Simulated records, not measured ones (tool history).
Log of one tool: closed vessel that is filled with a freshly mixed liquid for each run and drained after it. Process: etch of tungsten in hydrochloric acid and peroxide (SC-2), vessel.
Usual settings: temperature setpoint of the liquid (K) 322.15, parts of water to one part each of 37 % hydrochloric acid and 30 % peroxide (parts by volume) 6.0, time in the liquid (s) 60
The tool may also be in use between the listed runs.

run   hour  temperature setpoint of the liquid (K)  parts of water to one part each of 37 % hydrochloric acid and 30 % peroxide (parts by volume)  time in the liquid (s)  wafers since the last listed run  hours since the thermometer was replaced  hours since the chemicals flow meter was replaced  hours since the drum of peroxide was connected  hours since the gauge calibration  read-back film thickness of the tungsten reference wafer, read on the same gauge (nm)  thickness taken off the tungsten on a monitor wafer (angstrom)
  1    0.0                                  322.15                                                                                            6.0                      60                                 0                                     283.7                                              454.8                                           251.3                              893.2                                                                                 120.02                                                           242.4
  2   30.3                                  322.15                                                                                            6.0                      60                              2993                                     314.0                                              485.1                                           281.6                              923.5                                                                                 119.99                                                           243.6
  3   64.6                                  322.15                                                                                            6.0                      60                              3388                                     348.3                                              519.4                                           315.9                              957.8                                                                                 119.99                                                           244.1
  4   96.6                                  322.15                                                                                            6.0                      60                              3160                                     380.3                                              551.4                                           347.9                              989.8                                                                                 120.01                                                           245.1
  5  127.8                                  322.15                                                                                            6.0                      40                              3081                                     411.5                                              582.6                                           379.1                             1021.0                                                                                 119.97                                                           163.6
  6  157.5                                  322.15                                                                                            6.0                      75                              2933                                     441.2                                              612.3                                           408.8                             1050.7                                                                                 120.03                                                           304.7
  7  188.9                                  322.15                                                                                            7.5                      50                              3101                                     472.6                                              643.7                                           440.2                             1082.1                                                                                 120.00                                                           173.0
  8  210.8                                  322.15                                                                                            6.0                      60                              2163                                     494.5                                              665.6                                           462.1                             1104.0                                                                                 120.00                                                           246.3
  9  231.2                                  322.15                                                                                            6.0                      60                              2015                                     514.9                                              686.0                                           482.5                             1124.4                                                                                 119.99                                                           245.7
 10  252.9                                  322.15                                                                                            6.0                      60                              2143                                     536.6                                              707.7                                           504.2                             1146.1                                                                                 119.98                                                           246.1
 11  288.6                                  331.65                                                                                            5.0                      35                              3526                                     572.3                                              743.4                                           539.9                             1181.8                                                                                 119.96                                                           306.5
     310.1  -- thermometer replaced
 12  311.1                                  326.65                                                                                            8.0                      35                              2123                                       1.0                                              765.9                                           562.4                             1204.3                                                                                 120.02                                                           150.9
 13  332.4                                  322.15                                                                                            5.0                      70                              2103                                      22.3                                              787.2                                           583.7                             1225.6                                                                                 119.98                                                           321.6
 14  362.1                                  322.15                                                                                            6.0                      60                              2933                                      52.0                                              816.9                                           613.4                             1255.3                                                                                 120.02                                                           241.6
     368.6  -- gauge calibrated
 15  383.6                                  313.65                                                                                            7.0                      85                              2123                                      73.5                                              838.4                                           634.9                               15.0                                                                                 120.01                                                           168.6
     400.2  -- new drum of peroxide connected
 16  415.9                                  328.65                                                                                            6.0                      60                              3091                                     105.8                                              870.7                                            15.7                               47.3                                                                                 119.99                                                           370.4
 17  449.0                                  326.65                                                                                            6.0                      50                              3269                                     138.9                                              903.8                                            48.8                               80.4                                                                                 119.99                                                           271.8
 18  472.1                                  322.15                                                                                            6.0                      90                              2281                                     162.0                                              926.9                                            71.9                              103.5                                                                                 120.00                                                           362.8
 19  499.5                                  322.15                                                                                            4.5                      30                              2706                                     189.4                                              954.3                                            99.3                              130.9                                                                                 120.00                                                           149.6
 20  528.3                                  326.65                                                                                            8.0                      75                              2844                                     218.2                                              983.1                                           128.1                              159.7                                                                                 120.02                                                           329.6
     564.6  -- chemicals flow meter replaced
 21  565.1                                  322.15                                                                                            6.0                      60                              3536                                     255.0                                                0.5                                           164.9                              196.5                                                                                 120.03                                                           241.6
 22  586.6                                  322.15                                                                                            4.5                      60                              2123                                     276.5                                               22.0                                           186.4                              218.0                                                                                 120.01                                                           300.4
 23  598.9                                  322.15                                                                                            6.0                      60                              1214                                     288.8                                               34.3                                           198.7                              230.3                                                                                 119.98                                                           244.4
 24  680.5                                  322.15                                                                                            6.0                      60                              8060                                     370.4                                              115.9                                           280.3                              311.9                                                                                 120.02                                                           245.1
 25  693.5                                  328.65                                                                                            8.0                      35                              1284                                     383.4                                              128.9                                           293.3                              324.9                                                                                 120.01                                                           173.9
 26  714.5                                  312.65                                                                                            7.0                      75                              2074                                     404.4                                              149.9                                           314.3                              345.9                                                                                 120.00                                                           141.7
 27  728.6                                  322.15                                                                                            6.0                      60                              1392                                     418.5                                              164.0                                           328.4                              360.0                                                                                 120.00                                                           246.0

Forecast run 28:
 28  835.4                                  316.15                                                                                            7.0                      90                             10549                                     525.3                                              270.8                                           435.2                              466.8                                                                                      ?                                                               ?

Run 28 gave read-back film thickness of the tungsten reference wafer, read on the same gauge (nm) 120.00, thickness taken off the tungsten on a monitor wafer (angstrom) 219.0.
Without the tool's hidden state the same run would have given thickness taken off the tungsten on a monitor wafer (angstrom) 212.6.

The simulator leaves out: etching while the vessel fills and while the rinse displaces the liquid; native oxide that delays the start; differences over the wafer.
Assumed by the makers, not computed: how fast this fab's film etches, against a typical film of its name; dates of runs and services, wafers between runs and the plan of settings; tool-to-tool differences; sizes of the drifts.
